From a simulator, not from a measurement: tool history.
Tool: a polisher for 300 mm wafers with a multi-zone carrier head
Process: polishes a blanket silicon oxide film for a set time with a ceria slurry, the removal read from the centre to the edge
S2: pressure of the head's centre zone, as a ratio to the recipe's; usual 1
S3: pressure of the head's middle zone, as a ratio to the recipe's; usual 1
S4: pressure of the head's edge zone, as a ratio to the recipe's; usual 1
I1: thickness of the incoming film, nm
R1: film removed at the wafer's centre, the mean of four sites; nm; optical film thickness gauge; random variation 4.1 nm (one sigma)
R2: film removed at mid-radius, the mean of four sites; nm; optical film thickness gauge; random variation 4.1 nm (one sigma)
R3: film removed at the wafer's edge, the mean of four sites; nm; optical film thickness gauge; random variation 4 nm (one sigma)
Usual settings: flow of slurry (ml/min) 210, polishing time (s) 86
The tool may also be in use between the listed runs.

run 1 hour=0 | flow_of_slurry_(ml/min)=140 S2=1 S3=1 S4=1 polishing_time_(s)=86 | I1=1163.3 | R1=349.8 R2=324.1 R3=334.3
run 2 hour=10.6 | flow_of_slurry_(ml/min)=155 S2=0.89 S3=0.92 S4=0.92 polishing_time_(s)=86 | I1=1162.6 | R1=318.7 R2=304.7 R3=323.6
run 3 hour=25.1 | flow_of_slurry_(ml/min)=210 S2=1 S3=1.05 S4=1 polishing_time_(s)=86 | I1=1175.9 | R1=380.5 R2=358.9 R3=344.8
run 4 hour=37.3 | flow_of_slurry_(ml/min)=165 S2=1.11 S3=1.04 S4=1 polishing_time_(s)=86 | I1=1162.3 | R1=392.2 R2=343.2 R3=337.2
run 5 hour=44.7 | flow_of_slurry_(ml/min)=210 S2=1 S3=1 S4=1 polishing_time_(s)=61 | I1=1155.1 | R1=265.6 R2=243.9 R3=252.2
run 6 hour=58 | flow_of_slurry_(ml/min)=210 S2=1 S3=1 S4=1 polishing_time_(s)=86 | I1=1169.6 | R1=382.8 R2=353.4 R3=350.3
run 7 hour=73.9 | flow_of_slurry_(ml/min)=210 S2=1 S3=1 S4=1 polishing_time_(s)=61 | I1=1166.1 | R1=273.3 R2=245.2 R3=248.4
run 8 hour=91.4 | flow_of_slurry_(ml/min)=140 S2=0.94 S3=1 S4=1 polishing_time_(s)=86 | I1=1163.6 | R1=344.2 R2=320.5 R3=329.8
-- hour=100.4 centre zone pressure recalibrated
-- hour=103.4 worn pad replaced by a new one
run 9 hour=103.9 | flow_of_slurry_(ml/min)=180 S2=1 S3=1 S4=0.97 polishing_time_(s)=86 | I1=1150.2 | R1=338.3 R2=349.8 R3=335
run 10 hour=109.9 | flow_of_slurry_(ml/min)=210 S2=1.07 S3=1.08 S4=1.05 polishing_time_(s)=94 | I1=1167.7 | R1=405.5 R2=401.1 R3=389.5
-- hour=115.8 edge zone pressure recalibrated
run 11 hour=118.8 | flow_of_slurry_(ml/min)=210 S2=1.03 S3=0.9 S4=1.11 polishing_time_(s)=86 | I1=1143.7 | R1=358.9 R2=319.5 R3=366.9
run 12 hour=125.6 | flow_of_slurry_(ml/min)=210 S2=1 S3=0.89 S4=1 polishing_time_(s)=86 | I1=1152.6 | R1=341.3 R2=317.2 R3=350.3
-- hour=132.3 slurry nozzle cleaned
run 13 hour=133.4 | flow_of_slurry_(ml/min)=145 S2=1 S3=1 S4=1 polishing_time_(s)=60 | I1=1155.6 | R1=226.8 R2=228 R3=233.8
run 14 hour=151.1 | flow_of_slurry_(ml/min)=210 S2=1 S3=1 S4=1 polishing_time_(s)=66 | I1=1151.2 | R1=270.1 R2=262.4 R3=270.3
run 15 hour=168.1 | flow_of_slurry_(ml/min)=210 S2=1 S3=0.94 S4=1.08 polishing_time_(s)=86 | I1=1155.9 | R1=341.3 R2=325.6 R3=370.5
run 16 hour=179.3 | flow_of_slurry_(ml/min)=210 S2=1 S3=1.05 S4=1 polishing_time_(s)=86 | I1=1154.9 | R1=346.3 R2=368.8 R3=341.4
run 17 hour=188.3 | flow_of_slurry_(ml/min)=210 S2=1 S3=1 S4=1 polishing_time_(s)=86 | I1=1166.1 | R1=351 R2=347.7 R3=348.2
run 18 hour=194.3 | flow_of_slurry_(ml/min)=210 S2=1 S3=1 S4=1 polishing_time_(s)=86 | I1=1168.5 | R1=349.4 R2=352.5 R3=344.6
run 19 hour=202.6 | flow_of_slurry_(ml/min)=210 S2=0.9 S3=1.1 S4=1 polishing_time_(s)=115 | I1=1171.3 | R1=429.1 R2=494.2 R3=473.1
run 20 hour=219.2 | flow_of_slurry_(ml/min)=210 S2=1 S3=1.1 S4=1.07 polishing_time_(s)=86 | I1=1177.6 | R1=357.2 R2=376.7 R3=351
run 21 hour=234.4 | flow_of_slurry_(ml/min)=210 S2=1 S3=0.97 S4=1.06 polishing_time_(s)=86 | I1=1166.7 | R1=351.3 R2=340.5 R3=361
run 22 hour=241.1 | flow_of_slurry_(ml/min)=210 S2=1 S3=1.11 S4=1.09 polishing_time_(s)=86 | I1=1155 | R1=343.7 R2=379.9 R3=363.8
-- hour=277.9 worn pad replaced by a new one
run 23 hour=287.8 | flow_of_slurry_(ml/min)=210 S2=1 S3=1.11 S4=1 polishing_time_(s)=86 | I1=1166.2 | R1=343.6 R2=380 R3=350.4

Forecast each of these 3 alternatives for the next run:
run A hour=288.2 | flow_of_slurry_(ml/min)=210 S2=1 S3=1 S4=0.92 polishing_time_(s)=86 | I1=1141.2 | R1=? R2=? R3=?
run B hour=288.2 | flow_of_slurry_(ml/min)=210 S2=1.07 S3=1 S4=0.93 polishing_time_(s)=102 | I1=1141.2 | R1=? R2=? R3=?
run C hour=288.2 | flow_of_slurry_(ml/min)=210 S2=1 S3=1 S4=0.97 polishing_time_(s)=105 | I1=1141.2 | R1=? R2=? R3=?

run=A R1=345.5 R2=342.2 R3=331.9
run=B R1=433.7 R2=405.7 R3=395.6
run=C R1=421.8 R2=417.8 R3=415.3
Without the tool's hidden state the same runs would have given:
run=A R1=343 R2=342.2 R3=331.9
run=B R1=430.6 R2=405.8 R3=395.6
run=C R1=418.8 R2=417.8 R3=415.3
